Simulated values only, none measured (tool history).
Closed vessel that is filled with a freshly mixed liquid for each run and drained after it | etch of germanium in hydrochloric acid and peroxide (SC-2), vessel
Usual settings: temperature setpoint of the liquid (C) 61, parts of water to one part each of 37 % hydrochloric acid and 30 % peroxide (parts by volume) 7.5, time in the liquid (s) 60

run,hour,temperature setpoint of the liquid (C),parts of water to one part each of 37 % hydrochloric acid and 30 % peroxide (parts by volume),time in the liquid (s),wafers since the last listed run,hours since the thermometer was replaced,hours since the chemicals flow meter was replaced,hours since the drum of peroxide was connected,hours since the gauge calibration,"read-back film thickness of the germanium reference wafer, read on the same gauge (nm)",thickness taken off the germanium on a monitor wafer (nm)
1,0,57,7.5,60,0,1765.4,107.1,677.2,895.4,134.49,123.89
2,79.4,61,7.5,60,6756,1844.8,186.5,756.6,974.8,134.63,141.87
# hour 183.2: new drum of peroxide connected
3,312.4,61,7.5,80,19742,2077.8,419.5,129.2,1207.8,135.03,188.23
4,385.5,61,7.5,80,6220,2150.9,492.6,202.3,1280.9,135.13,188.23
# hour 454.2: thermometer replaced
5,489.9,61,7.5,80,8798,35.7,597,306.7,1385.3,135.27,191.32
# hour 545.9: chemicals flow meter replaced
6,557.9,61,7.5,60,5701,103.7,12,374.7,1453.3,135.32,140.3
7,596.6,61,7.5,60,3293,142.4,50.7,413.4,1492,135.37,140.84
8,811.5,61,7.5,60,18287,357.3,265.6,628.3,1706.9,135.51,141.54
# hour 868.3: new drum of peroxide connected
9,896.2,61,7.5,60,7122,442,350.3,27.9,1791.6,135.59,140.08
# hour 952.3: gauge calibrated
10,956.9,53.5,7.5,60,5165,502.7,411,88.6,4.6,129.88,109.91
11,1016.6,61,7.5,60,5080,562.4,470.7,148.3,64.3,130.49,136.93
12,1083.1,70.5,4,80,5658,628.9,537.2,214.8,130.8,131.1,243.23
# hour 1133.5: chemicals flow meter replaced
13,1170.2,61,11,90,7326,716,36.7,301.9,217.9,131.86,198.45

Forecast run 14:
14,1232.5,69.5,7.5,70,5301,778.3,99,364.2,280.2,?,?

Run 14 gave read-back film thickness of the germanium reference wafer, read on the same gauge (nm) 132.28, thickness taken off the germanium on a monitor wafer (nm) 203.48.
Without the tool's hidden state the same run would have given thickness taken off the germanium on a monitor wafer (nm) 199.97.
